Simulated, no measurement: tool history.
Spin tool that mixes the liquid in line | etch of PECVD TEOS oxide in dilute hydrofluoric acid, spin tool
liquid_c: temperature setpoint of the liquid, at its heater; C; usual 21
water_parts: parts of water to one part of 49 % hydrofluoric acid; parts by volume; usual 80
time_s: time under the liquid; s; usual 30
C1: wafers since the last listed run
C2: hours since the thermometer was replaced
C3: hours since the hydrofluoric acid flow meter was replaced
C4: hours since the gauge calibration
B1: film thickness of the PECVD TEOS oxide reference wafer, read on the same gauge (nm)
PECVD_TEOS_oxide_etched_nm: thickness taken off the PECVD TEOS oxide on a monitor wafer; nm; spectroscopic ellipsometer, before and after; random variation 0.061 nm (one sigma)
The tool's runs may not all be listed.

Run 1, hour 0: usual settings; C1 0; C2 1104.2; C3 708.5; C4 1198.6; B1 149.98. Result: PECVD_TEOS_oxide_etched_nm 7.21 nm.
Run 2, hour 16.5: usual settings; C1 195; C2 1120.7; C3 725; C4 1215.1; B1 150.01. Result: PECVD_TEOS_oxide_etched_nm 7.19 nm.
At hour 23: gauge calibrated.
Run 3, hour 39.1: usual settings but water_parts 50 parts by volume; C1 267; C2 1143.3; C3 747.6; C4 16.1; B1 150.02. Result: PECVD_TEOS_oxide_etched_nm 11.82 nm.
Run 4, hour 71.6: usual settings but water_parts 50 parts by volume; C1 385; C2 1175.8; C3 780.1; C4 48.6; B1 150.01. Result: PECVD_TEOS_oxide_etched_nm 11.85 nm.
Run 5, hour 85.7: usual settings but water_parts 50 parts by volume; C1 167; C2 1189.9; C3 794.2; C4 62.7; B1 150. Result: PECVD_TEOS_oxide_etched_nm 11.86 nm.
Run 6, hour 100.4: usual settings but water_parts 90 parts by volume, time_s 45 s; C1 174; C2 1204.6; C3 808.9; C4 77.4; B1 150.02. Result: PECVD_TEOS_oxide_etched_nm 9.35 nm.
Run 7, hour 124.6: usual settings; C1 286; C2 1228.8; C3 833.1; C4 101.6; B1 150. Result: PECVD_TEOS_oxide_etched_nm 7.05 nm.
Run 8, hour 139.1: usual settings; C1 171; C2 1243.3; C3 847.6; C4 116.1; B1 149.98. Result: PECVD_TEOS_oxide_etched_nm 7.11 nm.
At hour 147: thermometer replaced.
Run 9, hour 160.6: usual settings; C1 243; C2 13.6; C3 869.1; C4 137.6; B1 149.98. Result: PECVD_TEOS_oxide_etched_nm 7.08 nm.
Run 10, hour 173.2: usual settings; C1 149; C2 26.2; C3 881.7; C4 150.2; B1 150. Result: PECVD_TEOS_oxide_etched_nm 7.17 nm.
Run 11, hour 194.8: usual settings but water_parts 100 parts by volume, time_s 25 s; C1 256; C2 47.8; C3 903.3; C4 171.8; B1 149.99. Result: PECVD_TEOS_oxide_etched_nm 4.6 nm.
Run 12, hour 226.2: usual settings but liquid_c 19.5 C, time_s 20 s; C1 372; C2 79.2; C3 934.7; C4 203.2; B1 149.97. Result: PECVD_TEOS_oxide_etched_nm 4.42 nm.
Run 13, hour 253.4: usual settings; C1 322; C2 106.4; C3 961.9; C4 230.4; B1 149.99. Result: PECVD_TEOS_oxide_etched_nm 7.14 nm.
Run 14, hour 274.4: usual settings; C1 248; C2 127.4; C3 982.9; C4 251.4; B1 150. Result: PECVD_TEOS_oxide_etched_nm 7.14 nm.
Run 15, hour 298.8: usual settings but liquid_c 19 C, time_s 20 s; C1 289; C2 151.8; C3 1007.3; C4 275.8; B1 150.03. Result: PECVD_TEOS_oxide_etched_nm 4.3 nm.
Run 16, hour 314.3: usual settings but liquid_c 23.5 C, water_parts 60 parts by volume, time_s 45 s; C1 183; C2 167.3; C3 1022.8; C4 291.3; B1 149.98. Result: PECVD_TEOS_oxide_etched_nm 16.17 nm.
Run 17, hour 349.6: usual settings but liquid_c 17.5 C, water_parts 95 parts by volume; C1 418; C2 202.6; C3 1058.1; C4 326.6; B1 149.99. Result: PECVD_TEOS_oxide_etched_nm 5.13 nm.
Run 18, hour 372.3: usual settings; C1 269; C2 225.3; C3 1080.8; C4 349.3; B1 150.01. Result: PECVD_TEOS_oxide_etched_nm 7.05 nm.
Run 19, hour 390.2: usual settings; C1 212; C2 243.2; C3 1098.7; C4 367.2; B1 149.96. Result: PECVD_TEOS_oxide_etched_nm 7.1 nm.
Run 20, hour 415.5: usual settings; C1 299; C2 268.5; C3 1124; C4 392.5; B1 149.98. Result: PECVD_TEOS_oxide_etched_nm 6.97 nm.
At hour 493.7: hydrofluoric acid flow meter replaced.
Run 21, hour 519.5: usual settings but liquid_c 18.5 C, water_parts 45 parts by volume; C1 1221; C2 372.5; C3 25.8; C4 496.5; B1 149.99. Result: PECVD_TEOS_oxide_etched_nm 10.85 nm.
Run 22, hour 548.6: usual settings; C1 344; C2 401.6; C3 54.9; C4 525.6; B1 149.99. Result: PECVD_TEOS_oxide_etched_nm 6.39 nm.
Run 23, hour 561.8: usual settings; C1 156; C2 414.8; C3 68.1; C4 538.8; B1 149.98. Result: PECVD_TEOS_oxide_etched_nm 6.42 nm.
Run 24, hour 588.9: usual settings but liquid_c 19 C, water_parts 65 parts by volume, time_s 40 s; C1 321; C2 441.9; C3 95.2; C4 565.9; B1 150.02. Result: PECVD_TEOS_oxide_etched_nm 9.85 nm.
Run 25, hour 606.8: usual settings but liquid_c 24 C, time_s 20 s; C1 212; C2 459.8; C3 113.1; C4 583.8; B1 149.97. Result: PECVD_TEOS_oxide_etched_nm 4.77 nm.
Run 26, hour 641.1: usual settings but water_parts 55 parts by volume; C1 406; C2 494.1; C3 147.4; C4 618.1; B1 150. Result: PECVD_TEOS_oxide_etched_nm 9.69 nm.
Run 27, hour 668.6: usual settings but liquid_c 17.5 C; C1 326; C2 521.6; C3 174.9; C4 645.6; B1 150. Result: PECVD_TEOS_oxide_etched_nm 5.44 nm.
Run 28, hour 687.3: usual settings but water_parts 110 parts by volume, time_s 45 s; C1 221; C2 540.3; C3 193.6; C4 664.3; B1 150.02. Result: PECVD_TEOS_oxide_etched_nm 6.55 nm.
Run 29, hour 711.6: usual settings but liquid_c 19.5 C, time_s 20 s; C1 288; C2 564.6; C3 217.9; C4 688.6; B1 150.02. Result: PECVD_TEOS_oxide_etched_nm 3.94 nm.
At hour 807.1: hydrofluoric acid flow meter replaced, repeated, since the last time left the tool worse.
Run 30, hour 807.6: usual settings but liquid_c 19.5 C, time_s 20 s; C1 1126; C2 660.6; C3 0.5; C4 784.6; B1 149.97. Result: PECVD_TEOS_oxide_etched_nm 4.66 nm.
Run 31, hour 835.3: usual settings but liquid_c 18.5 C, time_s 45 s; C1 328; C2 688.3; C3 28.2; C4 812.3; B1 150.01. Result: PECVD_TEOS_oxide_etched_nm 10 nm.
Run 32, hour 862.7: usual settings but liquid_c 23.5 C, water_parts 55 parts by volume, time_s 35 s; C1 324; C2 715.7; C3 55.6; C4 839.7; B1 149.99. Result: PECVD_TEOS_oxide_etched_nm 14.49 nm.
Run 33, hour 892.5: usual settings but liquid_c 23 C, water_parts 60 parts by volume; C1 353; C2 745.5; C3 85.4; C4 869.5; B1 149.99. Result: PECVD_TEOS_oxide_etched_nm 10.87 nm.
Run 34, hour 914.1: usual settings but water_parts 115 parts by volume, time_s 50 s; C1 256; C2 767.1; C3 107; C4 891.1; B1 149.99. Result: PECVD_TEOS_oxide_etched_nm 8.2 nm.

3 ways to go on from here, each from the tool as it stands after run 34. What would each give?
Run A, hour 914.5: usual settings but time_s 15 s; C1 4; C2 767.5; C3 107.4; C4 891.5; B1 ?. Result: PECVD_TEOS_oxide_etched_nm ?.
Run B, hour 914.5: usual settings but water_parts 60 parts by volume, time_s 40 s; C1 4; C2 767.5; C3 107.4; C4 891.5; B1 ?. Result: PECVD_TEOS_oxide_etched_nm ?.
Run C, hour 914.5: usual settings but liquid_c 25 C, water_parts 60 parts by volume, time_s 40 s; C1 4; C2 767.5; C3 107.4; C4 891.5; B1 ?. Result: PECVD_TEOS_oxide_etched_nm ?.

run   B1  PECVD_TEOS_oxide_etched_nm
  A  150                         3.7
  B  150                       13.49
  C  150                        15.9
Without the tool's hidden state the same runs would have given:
run  PECVD_TEOS_oxide_etched_nm
  A                         3.8
  B                       13.83
  C                       16.31
